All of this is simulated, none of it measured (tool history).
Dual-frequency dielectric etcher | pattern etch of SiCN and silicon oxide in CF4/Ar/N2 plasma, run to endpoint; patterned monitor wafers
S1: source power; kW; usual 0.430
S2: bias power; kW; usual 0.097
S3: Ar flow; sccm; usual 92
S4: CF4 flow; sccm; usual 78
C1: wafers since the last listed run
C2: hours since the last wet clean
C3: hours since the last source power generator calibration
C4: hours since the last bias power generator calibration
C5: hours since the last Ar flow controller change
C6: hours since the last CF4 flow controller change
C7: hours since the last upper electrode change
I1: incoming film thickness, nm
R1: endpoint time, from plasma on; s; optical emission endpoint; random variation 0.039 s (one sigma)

run,hour,S1,S2,S3,S4,C1,C2,C3,C4,C5,C6,C7,I1,R1
1,0.0,0.430,0.097,92,78,0,434.8,1134.2,3181.6,4055.5,4621.2,4865.9,11.05,12.3
2,11.8,0.430,0.097,92,78,213,446.6,1146.0,3193.4,4067.3,4633.0,4877.7,11.08,12.4
3,28.1,0.430,0.097,92,78,295,462.9,1162.3,3209.7,4083.6,4649.3,4894.0,11.05,12.3
4,44.1,0.430,0.097,92,78,290,478.9,1178.3,3225.7,4099.6,4665.3,4910.0,11.11,12.3
5,51.5,0.430,0.097,92,78,134,486.3,1185.7,3233.1,4107.0,4672.7,4917.4,11.01,12.2
6,61.8,0.430,0.097,92,78,186,496.6,1196.0,3243.4,4117.3,4683.0,4927.7,11.08,12.3
7,69.6,0.430,0.097,92,78,141,504.4,1203.8,3251.2,4125.1,4690.8,4935.5,11.09,12.3
8,75.8,0.430,0.097,92,78,112,510.6,1210.0,3257.4,4131.3,4697.0,4941.7,11.10,12.4
9,91.0,0.430,0.112,92,78,275,525.8,1225.2,3272.6,4146.5,4712.2,4956.9,11.08,11.5
10,106.1,0.430,0.097,92,78,273,540.9,1240.3,3287.7,4161.6,4727.3,4972.0,11.13,12.2
11,112.9,0.430,0.097,92,78,123,547.7,1247.1,3294.5,4168.4,4734.1,4978.8,11.09,12.2
# hour 146.4: CF4 flow controller replaced
# hour 147.5: wet clean of the chamber
12,148.0,0.430,0.097,92,78,506,0.5,1282.2,3329.6,4203.5,1.6,5013.9,11.08,12.9
13,148.4,0.360,0.109,92,88,7,0.9,1282.6,3330.0,4203.9,2.0,5014.3,11.15,14.2
14,148.7,0.470,0.111,79,78,0,1.2,1282.9,3330.3,4204.2,2.3,5014.6,11.01,10.9
# hour 154.4: Ar flow controller replaced
# hour 176.7: upper electrode replaced
15,177.2,0.430,0.078,92,68,8,29.7,1311.4,3358.8,22.8,30.8,0.5,11.08,14.4
# hour 208.5: bias power generator calibrated
16,209.0,0.430,0.097,92,78,503,61.5,1343.2,0.5,54.6,62.6,32.3,11.21,12.9
17,218.0,0.430,0.097,92,78,163,70.5,1352.2,9.5,63.6,71.6,41.3,11.10,12.8
# hour 227.4: source power generator calibrated
18,227.9,0.430,0.097,92,78,106,80.4,0.5,19.4,73.5,81.5,51.2,11.07,12.7
19,238.9,0.430,0.097,92,78,199,91.4,11.5,30.4,84.5,92.5,62.2,10.99,12.6
20,250.5,0.500,0.075,92,78,210,103.0,23.1,42.0,96.1,104.1,73.8,11.00,12.4
21,258.1,0.430,0.097,72,91,137,110.6,30.7,49.6,103.7,111.7,81.4,11.08,12.0
22,275.1,0.500,0.078,92,78,308,127.6,47.7,66.6,120.7,128.7,98.4,11.10,12.3
23,291.1,0.350,0.114,105,92,290,143.6,63.7,82.6,136.7,144.7,114.4,11.12,14.3
24,301.4,0.430,0.104,92,78,186,153.9,74.0,92.9,147.0,155.0,124.7,11.11,12.3

How the hidden state differs across the entries between the runs, from the last listed run before each to the first after it:
Between runs 11 and 12: CF4 flow controller replaced (hour 146.4); wet clean of the chamber (hour 147.5)
  etch rate over this chamber's usual, %: 4.58 -> -0.287
  measured less the result without the state, R1: -0.6 -> +0.1 s
Between runs 14 and 15: Ar flow controller replaced (hour 154.4); upper electrode replaced (hour 176.7)
  etch rate over this chamber's usual, %: -0.281 -> -0.0267
  measured less the result without the state, R1: +0.0 -> +0.0 s
Between runs 15 and 16: bias power generator calibrated (hour 208.5)
  etch rate over this chamber's usual, %: -0.0267 -> 0.257
  measured less the result without the state, R1: +0.0 -> -0.1 s
Between runs 17 and 18: source power generator calibrated (hour 227.4)
  etch rate over this chamber's usual, %: 0.338 -> 0.426
  measured less the result without the state, R1: +0.0 -> -0.1 s

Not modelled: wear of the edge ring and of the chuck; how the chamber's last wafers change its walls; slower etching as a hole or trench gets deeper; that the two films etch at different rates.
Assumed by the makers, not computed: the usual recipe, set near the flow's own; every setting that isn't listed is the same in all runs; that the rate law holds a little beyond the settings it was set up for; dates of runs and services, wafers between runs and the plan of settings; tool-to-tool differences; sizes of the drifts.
